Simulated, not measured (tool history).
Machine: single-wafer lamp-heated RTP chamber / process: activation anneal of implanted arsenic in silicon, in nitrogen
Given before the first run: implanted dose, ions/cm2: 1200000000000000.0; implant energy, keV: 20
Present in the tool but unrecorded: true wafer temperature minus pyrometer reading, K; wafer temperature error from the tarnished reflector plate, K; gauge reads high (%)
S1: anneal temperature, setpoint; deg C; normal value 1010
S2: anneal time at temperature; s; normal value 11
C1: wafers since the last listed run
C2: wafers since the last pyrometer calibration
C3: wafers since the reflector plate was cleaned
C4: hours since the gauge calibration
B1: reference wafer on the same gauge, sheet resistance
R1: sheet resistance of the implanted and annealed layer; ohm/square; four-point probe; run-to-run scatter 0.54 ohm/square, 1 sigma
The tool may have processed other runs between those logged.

run,hour,S1,S2,C1,C2,C3,C4,B1,R1
1,0,993,16,0,798,7402,68,108.04,120.53
2,23.5,1010,11,493,1291,7896,91.5,107.83,118.03
3,58.7,1010,11,739,2030,8635,126.7,108.05,116.32
# hour 72.8: pyrometer window cleaned and pyrometer calibrated
4,93.2,1010,11,556,428,9191,161.2,107.97,118.14
5,118,1010,11,520,948,9712,186,107.99,117.38
6,151.2,1010,11,697,1646,10409,219.2,108,117.17
7,180.7,988,11,619,2265,11029,248.7,107.98,122.19
# hour 189.2: pyrometer window cleaned and pyrometer calibrated
8,215.6,1010,11,564,555,11594,283.6,107.9,118.38
# hour 230.6: reflector plate cleaned
9,241.3,1010,11,371,927,223,309.3,107.95,120.37
10,269.7,1010,11,596,1523,820,337.7,108.03,118.09
# hour 275.9: gauge calibrated
# hour 295.7: pyrometer window cleaned and pyrometer calibrated
11,303.2,994,11,535,157,1355,27.3,108.12,127.53
12,327.2,1022,9,504,661,1859,51.3,108,117.86
13,345.5,1010,11,384,1045,2244,69.6,108.19,117.9
14,379.7,1019,16,718,1764,2962,103.8,108.02,110.78
# hour 406: pyrometer window cleaned and pyrometer calibrated
15,406.5,1010,14,394,11,3357,130.6,108.34,117.09
16,421.6,1028,15,317,328,3674,145.7,107.92,109.03
17,445.8,1018,15,508,836,4182,169.9,108.05,112.2
18,506.1,1030,15,1266,2102,5449,230.2,107.99,107.14
# hour 532.3: pyrometer window cleaned and pyrometer calibrated
19,533.3,1020,6,403,20,5852,257.4,108.07,121.77
20,562.6,1010,14,615,635,6467,286.7,108.14,116.07
21,584.9,992,6,468,1103,6936,309,108.02,131.01
22,603.8,1010,11,396,1500,7332,327.9,107.89,116.54

Run-by-run hidden state of the tool:
gauge reads high (%): 0 on each run
H1: true wafer temperature minus pyrometer reading, K
H2: wafer temperature error from the tarnished reflector plate, K
run,H1,H2
1,3.83,5.87
2,6.17,6.2
3,9.67,6.69
4,2.92,7.18
5,5.38,7.53
6,8.68,8
7,11.6,8.41
8,3.07,8.9
9,5.62,0.631
10,8.45,1.03
11,1.08,1.5
12,3.47,1.84
13,5.29,2.1
14,8.68,2.58
15,2.37,2.95
16,3.87,3.17
17,6.27,3.51
18,12.3,4.36
19,2.26,4.74
20,5.17,5.15
21,7.39,5.46
22,9.26,5.73

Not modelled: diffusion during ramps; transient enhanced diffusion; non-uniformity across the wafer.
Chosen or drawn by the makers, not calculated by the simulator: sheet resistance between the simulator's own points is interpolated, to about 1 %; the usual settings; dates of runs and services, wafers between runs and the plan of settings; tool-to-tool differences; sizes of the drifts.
